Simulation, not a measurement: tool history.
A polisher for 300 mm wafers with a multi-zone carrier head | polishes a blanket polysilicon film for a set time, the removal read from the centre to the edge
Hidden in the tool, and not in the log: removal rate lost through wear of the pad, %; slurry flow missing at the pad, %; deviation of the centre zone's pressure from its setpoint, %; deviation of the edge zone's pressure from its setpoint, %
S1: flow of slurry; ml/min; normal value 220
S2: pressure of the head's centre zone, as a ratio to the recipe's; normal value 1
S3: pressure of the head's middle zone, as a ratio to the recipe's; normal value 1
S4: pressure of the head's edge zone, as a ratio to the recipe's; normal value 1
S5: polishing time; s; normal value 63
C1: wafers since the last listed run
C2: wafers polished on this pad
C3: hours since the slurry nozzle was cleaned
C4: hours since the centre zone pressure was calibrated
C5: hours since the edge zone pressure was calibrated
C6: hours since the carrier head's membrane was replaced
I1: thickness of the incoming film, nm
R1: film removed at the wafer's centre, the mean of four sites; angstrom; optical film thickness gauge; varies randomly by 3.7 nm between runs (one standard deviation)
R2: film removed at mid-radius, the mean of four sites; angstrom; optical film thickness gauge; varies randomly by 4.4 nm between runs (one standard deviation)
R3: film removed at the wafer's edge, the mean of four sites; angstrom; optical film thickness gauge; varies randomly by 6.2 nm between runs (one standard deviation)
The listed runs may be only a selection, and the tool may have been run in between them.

run	day	S1	S2	S3	S4	S5	C1	C2	C3	C4	C5	C6	I1	R1	R2	R3
1	0	220	1	1	1	63	0	352	362.6	267.7	345.3	1179.2	2222	4101	4173	4142
2	2.204	220	1	1	1	63	652	1005	415.5	320.6	398.2	1232.1	2237.6	4132	4086	3983
3	3.646	220	1	1	1	63	426	1431	450.1	355.2	432.8	1266.7	2253.8	4069	4067	4131
4	5.3	220	1	1	1	63	489	1921	489.8	394.9	472.5	1306.4	2203.2	4034	3985	3988
# day 6.225: slurry nozzle cleaned
# day 6.488: centre zone pressure recalibrated
5	6.508	220	1	1	1	63	320	2241	6.8	0.5	501.5	1335.4	2220.5	3972	3997	3987
6	8.221	220	1	0.94	1	63	506	2748	47.9	41.6	542.6	1376.5	2239.9	3894	3643	3823
7	10.988	220	1	1.12	1	63	818	3567	114.3	108	609	1442.9	2199.3	3729	4091	3592
# day 11.562: worn pad replaced by a new one
# day 12.354: carrier head's membrane replaced by a new one
8	13.271	175	0.92	1.09	1.06	63	564	443	169.1	162.8	663.8	22	2223.7	3618	4269	4127
9	21.371	220	1	1	0.93	63	2396	2840	363.5	357.2	858.2	216.4	2236	3862	3797	3747
10	22.775	220	1	1.11	1	63	415	3255	397.2	390.9	891.9	250.1	2235.7	3794	4148	3814
# day 23.433: worn pad replaced by a new one, of another model than before
11	24.762	165	1	1	1.08	63	538	393	444.9	438.6	939.6	297.8	2261.7	3761	3756	3992
# day 25.046: centre zone pressure recalibrated
# day 25.475: slurry nozzle cleaned
# day 25.688: edge zone pressure recalibrated
12	27.75	220	1.11	1	1	63	822	1216	54.6	64.9	49.5	369.5	2257.7	4486	4052	4012
13	29.162	220	1.1	1	1	63	417	1634	88.5	98.8	83.4	403.4	2216	4464	4017	4032
14	31.742	220	1.1	1.09	1.08	44	763	2397	150.4	160.7	145.3	465.3	2244.9	3012	2930	2824
# day 33.608: worn pad replaced by a new one
15	33.629	195	0.97	0.89	1	46	509	6	195.7	206	190.6	510.6	2245	2861	2692	2969
16	34.562	220	1	1	1	63	276	282	218.1	228.4	213	533	2216.4	4199	4129	4079
17	36.021	220	0.91	1	1.04	63	431	714	253.1	263.4	248	568	2216.2	3805	4049	4219
18	37.371	200	1.04	1	0.96	44	399	1113	285.5	295.8	280.4	600.4	2218.2	2908	2800	2765
19	39.325	220	1	1	0.93	63	578	1691	332.4	342.7	327.3	647.3	2194.2	4049	4094	3826
20	40.829	285	1	1.09	1	63	445	2136	368.5	378.8	363.4	683.4	2231.4	4295	4452	4220
21	43.521	220	1.07	1	1	56	796	2933	433.1	443.4	428	748	2253.2	3689	3402	3459

Hidden state or all else? Some run-to-run changes of R1, split into what the settings, what came in and random variation would give without the hidden state, and what is left for the hidden state (with any gauge scatter that isn't in both results):
Run 7 -> 8: S1 220 -> 175, S2 1 -> 0.92, S3 1.12 -> 1.09, S4 1 -> 1.06, worn pad replaced by a new one, carrier head's membrane replaced by a new one. R1 -111 angstrom: hidden state +411, all else -522.
Run 10 -> 11: S1 220 -> 165, S3 1.11 -> 1, S4 1 -> 1.08, worn pad replaced by a new one, of another model than before. R1 -33 angstrom: hidden state +354, all else -387.
Run 13 -> 14: S3 1 -> 1.09, S4 1 -> 1.08, S5 63 -> 44. R1 -1452 angstrom: hidden state -27, all else -1425.
Run 15 -> 16: S1 195 -> 220, S2 0.97 -> 1, S3 0.89 -> 1, S5 46 -> 63. R1 +1338 angstrom: hidden state -5, all else +1343.

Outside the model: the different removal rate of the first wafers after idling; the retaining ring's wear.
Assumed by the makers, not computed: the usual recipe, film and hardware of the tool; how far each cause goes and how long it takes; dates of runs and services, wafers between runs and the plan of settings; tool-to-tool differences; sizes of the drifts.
